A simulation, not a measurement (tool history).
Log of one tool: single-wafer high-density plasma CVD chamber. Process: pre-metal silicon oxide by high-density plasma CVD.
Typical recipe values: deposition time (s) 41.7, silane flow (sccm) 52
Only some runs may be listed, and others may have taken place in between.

| run | hour | deposition time (s) | silane flow (sccm) | wafers since the last listed run | hours since the silane flow controller was replaced | hours since the gauge calibration | read-back reference wafer on the same gauge, thickness_nm | mean film thickness on the monitor wafer (nm) |
|---|---|---|---|---|---|---|---|---|
| 1 | 0.0 | 41.7 | 49 | 0 | 4278.9 | 30.1 | 206.920 | 192.618 |
| 2 | 17.8 | 41.7 | 49 | 566 | 4296.7 | 47.9 | 206.983 | 189.558 |
| 3 | 27.7 | 41.7 | 49 | 315 | 4306.6 | 57.8 | 206.983 | 191.217 |
| 4 | 37.2 | 41.7 | 52 | 302 | 4316.1 | 67.3 | 206.947 | 202.581 |
| 5 | 47.0 | 41.7 | 52 | 312 | 4325.9 | 77.1 | 207.066 | 202.478 |
| 6 | 56.7 | 41.7 | 52 | 308 | 4335.6 | 86.8 | 206.877 | 202.707 |
| 7 | 73.4 | 41.7 | 52 | 531 | 4352.3 | 103.5 | 207.059 | 201.172 |
| 8 | 82.8 | 41.7 | 52 | 299 | 4361.7 | 112.9 | 206.915 | 202.189 |
| 9 | 98.8 | 45.8 | 52 | 509 | 4377.7 | 128.9 | 206.969 | 221.064 |
| 10 | 108.2 | 41.7 | 50 | 299 | 4387.1 | 138.3 | 207.122 | 194.487 |
| 11 | 115.0 | 41.7 | 50 | 216 | 4393.9 | 145.1 | 206.920 | 194.761 |
|  | 129.6 | silane flow controller replaced |
| 12 | 140.0 | 41.7 | 50 | 541 | 10.4 | 170.1 | 206.989 | 194.378 |
| 13 | 151.3 | 41.7 | 52 | 359 | 21.7 | 181.4 | 206.859 | 202.608 |
| 14 | 160.5 | 41.7 | 52 | 292 | 30.9 | 190.6 | 206.955 | 202.222 |
| 15 | 168.8 | 41.7 | 52 | 264 | 39.2 | 198.9 | 207.048 | 200.970 |
|  | 174.0 | gauge calibrated |
| 16 | 181.2 | 38.6 | 52 | 394 | 51.6 | 7.2 | 206.940 | 187.056 |
| 17 | 198.8 | 34.2 | 42 | 560 | 69.2 | 24.8 | 207.048 | 134.047 |
| 18 | 213.3 | 35.6 | 44 | 461 | 83.7 | 39.3 | 207.171 | 145.805 |
| 19 | 229.2 | 41.7 | 47 | 506 | 99.6 | 55.2 | 207.004 | 182.737 |
| 20 | 244.8 | 41.7 | 52 | 496 | 115.2 | 70.8 | 207.021 | 202.508 |
| 21 | 260.3 | 47.7 | 60 | 493 | 130.7 | 86.3 | 206.817 | 267.398 |
| 22 | 273.0 | 47.6 | 47 | 404 | 143.4 | 99.0 | 206.957 | 209.011 |
| 23 | 285.8 | 37.2 | 52 | 407 | 156.2 | 111.8 | 206.984 | 180.492 |
| 24 | 295.8 | 34.4 | 52 | 318 | 166.2 | 121.8 | 206.930 | 167.963 |
| 25 | 304.4 | 41.7 | 52 | 273 | 174.8 | 130.4 | 206.903 | 203.043 |
| 26 | 314.9 | 36.0 | 47 | 334 | 185.3 | 140.9 | 206.828 | 157.771 |
| 27 | 324.4 | 46.5 | 47 | 302 | 194.8 | 150.4 | 206.878 | 204.023 |
| 28 | 331.8 | 48.1 | 57 | 235 | 202.2 | 157.8 | 207.139 | 255.862 |
| 29 | 347.8 | 33.5 | 42 | 509 | 218.2 | 173.8 | 206.940 | 131.429 |

Take each entry between the runs: how does the hidden state at the last listed run before it differ from the hidden state at the first listed run after it?
Logged between run 11 and run 12: silane flow controller replaced (hour 129.6)
  nothing in the hidden state changes from one run to the other
Logged between run 15 and run 16: gauge calibrated (hour 174.0)
  nothing in the hidden state changes from one run to the other
